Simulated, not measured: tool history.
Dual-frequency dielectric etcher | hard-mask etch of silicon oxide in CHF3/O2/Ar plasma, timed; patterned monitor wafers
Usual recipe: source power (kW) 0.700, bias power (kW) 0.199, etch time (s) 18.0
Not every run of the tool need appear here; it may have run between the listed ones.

run	hour	source power (kW)	bias power (kW)	etch time (s)	wafers since the last listed run	hours since the last wet clean	hours since the last source power generator calibration	hours since the last bias power generator calibration	hours since the last upper electrode change	hours since the gauge calibration	read-back reference wafer on the same gauge, depth_nm	mean etch depth across the wafer (angstrom)
1	0.0	0.660	0.199	18.0	0	284.8	3195.8	1940.2	4328.4	148.1	39.31	332.3
2	82.6	0.660	0.199	18.0	1018	367.4	3278.4	2022.8	4411.0	230.7	39.28	329.6
3	121.5	0.700	0.199	20.5	479	406.3	3317.3	2061.7	4449.9	269.6	39.34	380.2
# hour 182.8: wet clean of the chamber
4	206.0	0.700	0.199	20.5	746	23.2	3401.8	2146.2	4534.4	354.1	39.44	399.9
5	304.7	0.700	0.199	18.0	1217	121.9	3500.5	2244.9	4633.1	452.8	39.41	349.7
# hour 364.4: upper electrode replaced
6	375.0	0.700	0.199	18.0	571	192.2	3570.8	2315.2	10.6	523.1	39.33	340.6
7	430.0	0.700	0.199	18.0	678	247.2	3625.8	2370.2	65.6	578.1	39.33	341.5
# hour 455.4: gauge calibrated
# hour 463.0: bias power generator calibrated
8	531.8	0.700	0.199	18.0	1206	349.0	3727.6	68.8	167.4	76.4	39.30	338.5
9	600.5	0.700	0.199	18.0	847	417.7	3796.3	137.5	236.1	145.1	39.16	333.9
# hour 628.9: source power generator calibrated
10	643.3	0.520	0.184	14.0	478	460.5	14.4	180.3	278.9	187.9	39.26	218.1
# hour 733.4: wet clean of the chamber
11	733.9	0.700	0.199	18.0	821	0.5	105.0	270.9	369.5	278.5	39.34	351.7
12	830.0	0.760	0.219	19.5	1185	96.6	201.1	367.0	465.6	374.6	39.23	412.7
13	868.8	0.760	0.213	23.0	478	135.4	239.9	405.8	504.4	413.4	39.29	477.6
14	947.5	0.590	0.199	20.0	970	214.1	318.6	484.5	583.1	492.1	39.25	353.8
15	1043.1	0.700	0.152	16.0	1179	309.7	414.2	580.1	678.7	587.7	39.23	259.0
# hour 1053.2: gauge calibrated
16	1098.0	0.700	0.181	20.0	677	364.6	469.1	635.0	733.6	44.8	39.32	357.3

The logged runs with the hidden state left out (each run's random variation unchanged):
Hidden state present: etch rate over this chamber's usual, %; source power that arrives over what is set, %; bias power that arrives over what is set, %; gauge reads high (%).
run	mean etch depth across the wafer (angstrom)
1	344.1
2	344.3
3	398.9
4	400.6
5	353.9
6	347.3
7	350.3
8	350.9
9	348.7
10	228.9
11	351.6
12	416.8
13	484.3
14	361.8
15	267.5
16	371.2
